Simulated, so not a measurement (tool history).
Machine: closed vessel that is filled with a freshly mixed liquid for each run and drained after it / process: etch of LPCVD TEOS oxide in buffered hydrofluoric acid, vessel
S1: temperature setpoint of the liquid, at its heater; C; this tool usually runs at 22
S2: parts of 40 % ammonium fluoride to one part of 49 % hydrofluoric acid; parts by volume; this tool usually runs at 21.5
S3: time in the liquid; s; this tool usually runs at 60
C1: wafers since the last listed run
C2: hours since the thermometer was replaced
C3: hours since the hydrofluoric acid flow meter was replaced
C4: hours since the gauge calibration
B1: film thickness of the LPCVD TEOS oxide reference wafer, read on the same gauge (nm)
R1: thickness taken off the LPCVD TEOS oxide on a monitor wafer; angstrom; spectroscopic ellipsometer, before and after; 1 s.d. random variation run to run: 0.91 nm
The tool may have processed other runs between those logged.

run,hour,S1,S2,S3,C1,C2,C3,C4,B1,R1
1,0,22,28,60,0,464.1,602.7,486.9,78.3,1037.8
2,52.8,22,28,60,7300,516.9,655.5,539.7,78.18,1041.6
3,94.7,22,28,60,5793,558.8,697.4,581.6,78.12,1044.2
4,143.6,22,21.5,60,6761,607.7,746.3,630.5,78.07,1235.9
5,232.1,22,21.5,60,12237,696.2,834.8,719,77.92,1238
6,309.6,22,21.5,60,10716,773.7,912.3,796.5,77.8,1227.8
7,403,22,18.5,60,12914,867.1,1005.7,889.9,77.73,1393.1
8,483.8,20,21.5,60,11172,947.9,1086.5,970.7,77.64,1110.8
9,792.5,18.5,21.5,60,42685,1256.6,1395.2,1279.4,77.4,1007
10,897.2,17.5,28,75,14477,1361.3,1499.9,1384.1,77.32,995.4

Expected results for the next run?
11,1003.1,22,21.5,60,14643,1467.2,1605.8,1490,?,?

Run 11 yielded B1 77.31, R1 1227.2 angstrom.
With the hidden condition absent and the run-to-run variation left alone, this run would have shown R1 1270.3 angstrom.
